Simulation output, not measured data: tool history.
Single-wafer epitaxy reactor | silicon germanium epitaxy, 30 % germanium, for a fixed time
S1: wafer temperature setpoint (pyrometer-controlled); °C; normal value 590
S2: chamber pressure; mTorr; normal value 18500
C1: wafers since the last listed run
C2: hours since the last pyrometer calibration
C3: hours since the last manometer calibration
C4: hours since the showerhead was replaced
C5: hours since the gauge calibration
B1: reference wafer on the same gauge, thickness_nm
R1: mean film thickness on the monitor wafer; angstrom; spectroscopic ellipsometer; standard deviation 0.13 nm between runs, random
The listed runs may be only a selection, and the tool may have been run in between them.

run 1 hour=0 | S1=590 S2=18500 | C1=0 C2=2731.1 C3=1555.3 C4=5232.3 C5=61.4 | B1=56.414 | R1=533.24
run 2 hour=13.9 | S1=590 S2=18500 | C1=224 C2=2745 C3=1569.2 C4=5246.2 C5=75.3 | B1=56.41 | R1=531.93
run 3 hour=23.4 | S1=590 S2=18500 | C1=153 C2=2754.5 C3=1578.7 C4=5255.7 C5=84.8 | B1=56.401 | R1=531.9
run 4 hour=30.7 | S1=590 S2=18500 | C1=118 C2=2761.8 C3=1586 C4=5263 C5=92.1 | B1=56.387 | R1=533.13
run 5 hour=39.9 | S1=590 S2=18500 | C1=148 C2=2771 C3=1595.2 C4=5272.2 C5=101.3 | B1=56.406 | R1=533.4
run 6 hour=50.9 | S1=590 S2=18500 | C1=177 C2=2782 C3=1606.2 C4=5283.2 C5=112.3 | B1=56.395 | R1=533.33
run 7 hour=64.2 | S1=590 S2=18500 | C1=215 C2=2795.3 C3=1619.5 C4=5296.5 C5=125.6 | B1=56.387 | R1=532.64
run 8 hour=74.1 | S1=590 S2=18500 | C1=160 C2=2805.2 C3=1629.4 C4=5306.4 C5=135.5 | B1=56.427 | R1=533.35
run 9 hour=81.7 | S1=590 S2=18500 | C1=122 C2=2812.8 C3=1637 C4=5314 C5=143.1 | B1=56.427 | R1=532.95
run 10 hour=96 | S1=590 S2=18500 | C1=231 C2=2827.1 C3=1651.3 C4=5328.3 C5=157.4 | B1=56.425 | R1=535.25
run 11 hour=106 | S1=590 S2=18500 | C1=161 C2=2837.1 C3=1661.3 C4=5338.3 C5=167.4 | B1=56.416 | R1=536.29
run 12 hour=113.7 | S1=585 S2=18500 | C1=124 C2=2844.8 C3=1669 C4=5346 C5=175.1 | B1=56.419 | R1=490.74
run 13 hour=126.5 | S1=585 S2=18500 | C1=207 C2=2857.6 C3=1681.8 C4=5358.8 C5=187.9 | B1=56.427 | R1=492.55
-- hour=135.6 showerhead replaced, of another model than before
run 14 hour=140.8 | S1=579 S2=18500 | C1=101 C2=2871.9 C3=1696.1 C4=5.2 C5=202.2 | B1=56.399 | R1=445.47
-- hour=146 gauge calibrated
-- hour=154.7 capacitance manometer re-zeroed and calibrated
run 15 hour=155.2 | S1=590 S2=18500 | C1=103 C2=2886.3 C3=0.5 C4=19.6 C5=9.2 | B1=56.4 | R1=536.99
run 16 hour=162.8 | S1=587 S2=21200 | C1=122 C2=2893.9 C3=8.1 C4=27.2 C5=16.8 | B1=56.387 | R1=524.52
run 17 hour=180.3 | S1=590 S2=18500 | C1=283 C2=2911.4 C3=25.6 C4=44.7 C5=34.3 | B1=56.408 | R1=537.32
run 18 hour=189.4 | S1=596 S2=18500 | C1=147 C2=2920.5 C3=34.7 C4=53.8 C5=43.4 | B1=56.41 | R1=590.86
run 19 hour=215.8 | S1=598 S2=19700 | C1=427 C2=2946.9 C3=61.1 C4=80.2 C5=69.8 | B1=56.387 | R1=617.47
run 20 hour=243.8 | S1=577 S2=20000 | C1=452 C2=2974.9 C3=89.1 C4=108.2 C5=97.8 | B1=56.423 | R1=438.53
run 21 hour=261.7 | S1=590 S2=18500 | C1=289 C2=2992.8 C3=107 C4=126.1 C5=115.7 | B1=56.436 | R1=535.65
run 22 hour=276.2 | S1=584 S2=20600 | C1=234 C2=3007.3 C3=121.5 C4=140.6 C5=130.2 | B1=56.403 | R1=495.22
run 23 hour=287.6 | S1=604 S2=20400 | C1=184 C2=3018.7 C3=132.9 C4=152 C5=141.6 | B1=56.382 | R1=686.03
run 24 hour=295 | S1=598 S2=15300 | C1=119 C2=3026.1 C3=140.3 C4=159.4 C5=149 | B1=56.4 | R1=588.74
-- hour=303.2 pyrometer calibrated
run 25 hour=312.7 | S1=575 S2=18500 | C1=156 C2=9.5 C3=158 C4=177.1 C5=166.7 | B1=56.402 | R1=378.31
run 26 hour=320.4 | S1=590 S2=17000 | C1=124 C2=17.2 C3=165.7 C4=184.8 C5=174.4 | B1=56.395 | R1=480.01
run 27 hour=327.2 | S1=590 S2=18500 | C1=110 C2=24 C3=172.5 C4=191.6 C5=181.2 | B1=56.387 | R1=488.7
run 28 hour=342.8 | S1=590 S2=18500 | C1=252 C2=39.6 C3=188.1 C4=207.2 C5=196.8 | B1=56.425 | R1=488.45
run 29 hour=359.2 | S1=598 S2=19700 | C1=265 C2=56 C3=204.5 C4=223.6 C5=213.2 | B1=56.404 | R1=561.88
run 30 hour=375.4 | S1=578 S2=17200 | C1=262 C2=72.2 C3=220.7 C4=239.8 C5=229.4 | B1=56.442 | R1=394.79
-- hour=377.2 gauge calibrated
run 31 hour=386.1 | S1=601 S2=18500 | C1=173 C2=82.9 C3=231.4 C4=250.5 C5=8.9 | B1=56.419 | R1=584.41
run 32 hour=396.3 | S1=590 S2=18500 | C1=165 C2=93.1 C3=241.6 C4=260.7 C5=19.1 | B1=56.412 | R1=488.2

Run by run, hidden condition taken away, random variation retained:
Unlogged tool condition in this case: wafer temperature above the value expected at the setpoint (K); true pressure above the setpoint (%); gauge reads high (%).
run=1 R1=489.96
run=2 R1=488.53
run=3 R1=488.35
run=4 R1=489.36
run=5 R1=489.46
run=6 R1=489.2
run=7 R1=488.36
run=8 R1=488.84
run=9 R1=488.36
run=10 R1=490.23
run=11 R1=491.01
run=12 R1=448.78
run=13 R1=450.25
run=14 R1=406.56
run=15 R1=490.84
run=16 R1=479.05
run=17 R1=490.73
run=18 R1=540.06
run=19 R1=564.09
run=20 R1=398.66
run=21 R1=487.87
run=22 R1=450.31
run=23 R1=625.93
run=24 R1=536.43
run=25 R1=379.1
run=26 R1=480.86
run=27 R1=489.46
run=28 R1=488.94
run=29 R1=562.13
run=30 R1=394.75
run=31 R1=584.14
run=32 R1=487.8
